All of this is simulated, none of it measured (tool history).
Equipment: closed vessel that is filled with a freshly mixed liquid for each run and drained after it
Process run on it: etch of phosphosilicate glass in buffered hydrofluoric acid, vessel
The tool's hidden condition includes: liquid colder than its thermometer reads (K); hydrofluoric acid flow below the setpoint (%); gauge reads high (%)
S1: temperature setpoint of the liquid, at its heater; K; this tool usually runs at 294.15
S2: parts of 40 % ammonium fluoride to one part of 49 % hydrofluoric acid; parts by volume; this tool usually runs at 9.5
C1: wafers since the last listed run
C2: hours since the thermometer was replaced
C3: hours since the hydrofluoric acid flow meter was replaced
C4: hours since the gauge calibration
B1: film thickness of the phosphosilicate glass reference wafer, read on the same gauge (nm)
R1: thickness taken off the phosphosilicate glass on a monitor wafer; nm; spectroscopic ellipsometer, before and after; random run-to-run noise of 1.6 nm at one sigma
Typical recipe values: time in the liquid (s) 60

{"run": 1, "hour": 0.0, "S1": 291.15, "S2": 9.5, "time in the liquid (s)": 40, "C1": 0, "C2": 940.2, "C3": 503.2, "C4": 312.6, "B1": 50.49, "R1": 199.35}
{"run": 2, "hour": 34.8, "S1": 294.15, "S2": 9.5, "time in the liquid (s)": 60, "C1": 4436, "C2": 975.0, "C3": 538.0, "C4": 347.4, "B1": 50.62, "R1": 357.1}
{"run": 3, "hour": 51.3, "S1": 294.15, "S2": 9.5, "time in the liquid (s)": 60, "C1": 2103, "C2": 991.5, "C3": 554.5, "C4": 363.9, "B1": 50.72, "R1": 357.6}
{"run": 4, "hour": 85.8, "S1": 294.15, "S2": 9.5, "time in the liquid (s)": 60, "C1": 4397, "C2": 1026.0, "C3": 589.0, "C4": 398.4, "B1": 50.84, "R1": 356.6}
{"run": 5, "hour": 99.9, "S1": 294.15, "S2": 9.5, "time in the liquid (s)": 60, "C1": 1797, "C2": 1040.1, "C3": 603.1, "C4": 412.5, "B1": 50.89, "R1": 356.32}
{"hour": 111.1, "done": "gauge calibrated"}
{"run": 6, "hour": 132.6, "S1": 294.15, "S2": 9.5, "time in the liquid (s)": 60, "C1": 4168, "C2": 1072.8, "C3": 635.8, "C4": 21.5, "B1": 50.1, "R1": 349.87}
{"run": 7, "hour": 161.5, "S1": 294.15, "S2": 7.5, "time in the liquid (s)": 45, "C1": 3683, "C2": 1101.7, "C3": 664.7, "C4": 50.4, "B1": 50.14, "R1": 333.37}
{"hour": 181.2, "done": "hydrofluoric acid flow meter replaced"}
{"run": 8, "hour": 181.9, "S1": 294.15, "S2": 7.5, "time in the liquid (s)": 45, "C1": 2472, "C2": 1122.1, "C3": 0.7, "C4": 70.8, "B1": 50.13, "R1": 331.75}
{"run": 9, "hour": 205.1, "S1": 294.15, "S2": 7.5, "time in the liquid (s)": 45, "C1": 2957, "C2": 1145.3, "C3": 23.9, "C4": 94.0, "B1": 50.15, "R1": 331.78}
{"run": 10, "hour": 232.2, "S1": 294.15, "S2": 9.5, "time in the liquid (s)": 60, "C1": 3454, "C2": 1172.4, "C3": 51.0, "C4": 121.1, "B1": 50.18, "R1": 351.99}
{"run": 11, "hour": 245.3, "S1": 294.15, "S2": 9.5, "time in the liquid (s)": 60, "C1": 1669, "C2": 1185.5, "C3": 64.1, "C4": 134.2, "B1": 50.19, "R1": 351.35}
{"run": 12, "hour": 294.3, "S1": 294.15, "S2": 9.5, "time in the liquid (s)": 60, "C1": 6246, "C2": 1234.5, "C3": 113.1, "C4": 183.2, "B1": 50.28, "R1": 354.94}
{"run": 13, "hour": 319.0, "S1": 294.15, "S2": 11.0, "time in the liquid (s)": 60, "C1": 3148, "C2": 1259.2, "C3": 137.8, "C4": 207.9, "B1": 50.35, "R1": 312.86}
{"run": 14, "hour": 350.0, "S1": 292.15, "S2": 6.5, "time in the liquid (s)": 80, "C1": 3951, "C2": 1290.2, "C3": 168.8, "C4": 238.9, "B1": 50.42, "R1": 613.12}
{"hour": 379.0, "done": "thermometer replaced"}
{"run": 15, "hour": 379.5, "S1": 292.65, "S2": 6.5, "time in the liquid (s)": 60, "C1": 3632, "C2": 0.5, "C3": 198.3, "C4": 268.4, "B1": 50.48, "R1": 467.96}
{"run": 16, "hour": 399.3, "S1": 291.15, "S2": 6.0, "time in the liquid (s)": 30, "C1": 2523, "C2": 20.3, "C3": 218.1, "C4": 288.2, "B1": 50.52, "R1": 233.96}
{"run": 17, "hour": 431.1, "S1": 295.65, "S2": 8.0, "time in the liquid (s)": 60, "C1": 4053, "C2": 52.1, "C3": 249.9, "C4": 320.0, "B1": 50.62, "R1": 454.1}
{"hour": 452.0, "done": "gauge calibrated"}
{"run": 18, "hour": 455.0, "S1": 294.15, "S2": 7.0, "time in the liquid (s)": 60, "C1": 3046, "C2": 76.0, "C3": 273.8, "C4": 3.0, "B1": 49.94, "R1": 479.72}
{"run": 19, "hour": 468.7, "S1": 295.65, "S2": 7.0, "time in the liquid (s)": 60, "C1": 1746, "C2": 89.7, "C3": 287.5, "C4": 16.7, "B1": 49.97, "R1": 516.92}
{"run": 20, "hour": 492.9, "S1": 294.15, "S2": 9.5, "time in the liquid (s)": 60, "C1": 3084, "C2": 113.9, "C3": 311.7, "C4": 40.9, "B1": 49.94, "R1": 350.1}
{"run": 21, "hour": 510.7, "S1": 295.65, "S2": 8.0, "time in the liquid (s)": 60, "C1": 2268, "C2": 131.7, "C3": 329.5, "C4": 58.7, "B1": 49.96, "R1": 449.75}
{"run": 22, "hour": 544.3, "S1": 294.15, "S2": 9.5, "time in the liquid (s)": 60, "C1": 4283, "C2": 165.3, "C3": 363.1, "C4": 92.3, "B1": 50.0, "R1": 352.37}
{"run": 23, "hour": 566.2, "S1": 290.15, "S2": 8.0, "time in the liquid (s)": 35, "C1": 2791, "C2": 187.2, "C3": 385.0, "C4": 114.2, "B1": 50.03, "R1": 193.22}
{"run": 24, "hour": 584.5, "S1": 294.15, "S2": 9.5, "time in the liquid (s)": 60, "C1": 2332, "C2": 205.5, "C3": 403.3, "C4": 132.5, "B1": 50.04, "R1": 352.87}

For some of the steps in R1 from one run to the next: how much would appear even if the tool had no hidden state, given the settings, what came in and random variation, and how much remains for the hidden state plus any gauge scatter that the measured result and the result without hidden state don't share?
Run 5 -> 6: gauge calibrated. R1 -6.45 nm: hidden state -5.39, all else -1.06.
Run 13 -> 14: S1 294.15 -> 292.15, S2 11.0 -> 6.5, time in the liquid (s) 60 -> 80. R1 +300.26 nm: hidden state +2.81, all else +297.45.
Run 15 -> 16: S1 292.65 -> 291.15, S2 6.5 -> 6.0, time in the liquid (s) 60 -> 30. R1 -234.00 nm: hidden state -1.94, all else -232.06.
Run 17 -> 18: S1 295.65 -> 294.15, S2 8.0 -> 7.0, gauge calibrated. R1 +25.62 nm: hidden state -6.14, all else +31.76.

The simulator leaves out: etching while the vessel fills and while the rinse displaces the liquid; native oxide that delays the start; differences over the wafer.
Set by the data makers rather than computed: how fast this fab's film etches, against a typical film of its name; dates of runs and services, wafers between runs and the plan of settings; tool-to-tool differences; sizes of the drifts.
